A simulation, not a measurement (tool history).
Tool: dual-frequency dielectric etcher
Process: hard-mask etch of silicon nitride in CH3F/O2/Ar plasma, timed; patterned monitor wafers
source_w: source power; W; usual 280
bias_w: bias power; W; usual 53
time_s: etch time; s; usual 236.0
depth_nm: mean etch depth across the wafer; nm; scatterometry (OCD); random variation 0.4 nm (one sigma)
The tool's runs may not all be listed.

run	hour	source_w	bias_w	time_s	wafers since the last listed run	hours since the last wet clean	hours since the last source power generator calibration	hours since the last bias power generator calibration	hours since the last upper electrode change	hours since the gauge calibration	read-back reference wafer on the same gauge, depth_nm	depth_nm
1	0.0	280	53	236.0	0	259.3	3903.0	1878.9	4590.2	1199.4	112.0	126.0
2	14.8	280	53	236.0	71	274.1	3917.8	1893.7	4605.0	1214.2	111.9	125.1
3	44.8	280	53	236.0	144	304.1	3947.8	1923.7	4635.0	1244.2	112.1	124.7
4	60.7	280	53	236.0	76	320.0	3963.7	1939.6	4650.9	1260.1	111.9	125.6
5	91.5	280	53	236.0	148	350.8	3994.5	1970.4	4681.7	1290.9	112.0	124.6
6	111.9	280	45	236.0	98	371.2	4014.9	1990.8	4702.1	1311.3	112.0	116.8
7	140.7	280	53	236.0	139	400.0	4043.7	2019.6	4730.9	1340.1	112.1	125.6
# hour 159.1: source power generator calibrated
8	170.8	280	53	236.0	126	430.1	11.7	2049.7	4761.0	1370.2	112.0	125.3
9	201.9	220	44	255.0	150	461.2	42.8	2080.8	4792.1	1401.3	112.0	109.9
10	227.2	280	53	236.0	122	486.5	68.1	2106.1	4817.4	1426.6	111.9	125.3
# hour 262.1: wet clean of the chamber
11	262.6	280	57	236.0	55	0.5	103.5	2141.5	4852.8	1462.0	112.0	129.2
12	287.5	320	65	257.0	120	25.4	128.4	2166.4	4877.7	1486.9	112.0	159.7
# hour 309.6: gauge calibrated
# hour 322.9: upper electrode replaced
13	323.4	280	53	236.0	57	61.3	164.3	2202.3	0.5	13.8	112.0	125.4
14	340.9	280	53	236.0	84	78.8	181.8	2219.8	18.0	31.3	112.1	125.0
15	358.1	250	44	236.0	83	96.0	199.0	2237.0	35.2	48.5	112.0	108.7
16	375.1	280	62	181.0	82	113.0	216.0	2254.0	52.2	65.5	111.9	103.1
17	390.8	220	61	201.5	75	128.7	231.7	2269.7	67.9	81.2	112.2	101.2
# hour 399.3: bias power generator calibrated
18	411.5	280	53	236.0	80	149.4	252.4	12.2	88.6	101.9	112.0	122.8
19	429.9	230	53	236.0	88	167.8	270.8	30.6	107.0	120.3	112.1	110.9
20	448.6	280	53	236.0	90	186.5	289.5	49.3	125.7	139.0	111.9	122.2
21	483.3	280	53	236.0	167	221.2	324.2	84.0	160.4	173.7	112.1	122.0
22	499.5	280	58	264.0	78	237.4	340.4	100.2	176.6	189.9	112.1	142.5
23	532.7	210	53	177.0	160	270.6	373.6	133.4	209.8	223.1	112.2	78.9
24	550.6	280	53	236.0	86	288.5	391.5	151.3	227.7	241.0	112.0	122.9
25	584.7	320	53	266.5	164	322.6	425.6	185.4	261.8	275.1	112.0	147.1
26	615.9	280	59	236.0	150	353.8	456.8	216.6	293.0	306.3	112.0	128.5
27	630.0	340	46	236.0	68	367.9	470.9	230.7	307.1	320.4	111.9	126.7
28	643.6	280	65	236.0	65	381.5	484.5	244.3	320.7	334.0	112.0	134.3
29	679.1	300	65	295.5	171	417.0	520.0	279.8	356.2	369.5	112.1	173.5

What the log doesn't show, run by run:
etch rate over this chamber's usual, %: 0 in every run
source power that arrives over what is set, %: 0 in every run
gauge reads high (%): 0 in every run
H1: bias power that arrives over what is set, %
run	H1
1	4.68
2	4.71
3	4.78
4	4.82
5	4.89
6	4.94
7	5.01
8	5.08
9	5.16
10	5.22
11	5.3
12	5.36
13	5.44
14	5.48
15	5.52
16	5.57
17	5.6
18	-0.488
19	-0.445
20	-0.401
21	-0.318
22	-0.28
23	-0.201
24	-0.159
25	-0.0783
26	-0.00446
27	0.0289
28	0.0611
29	0.145
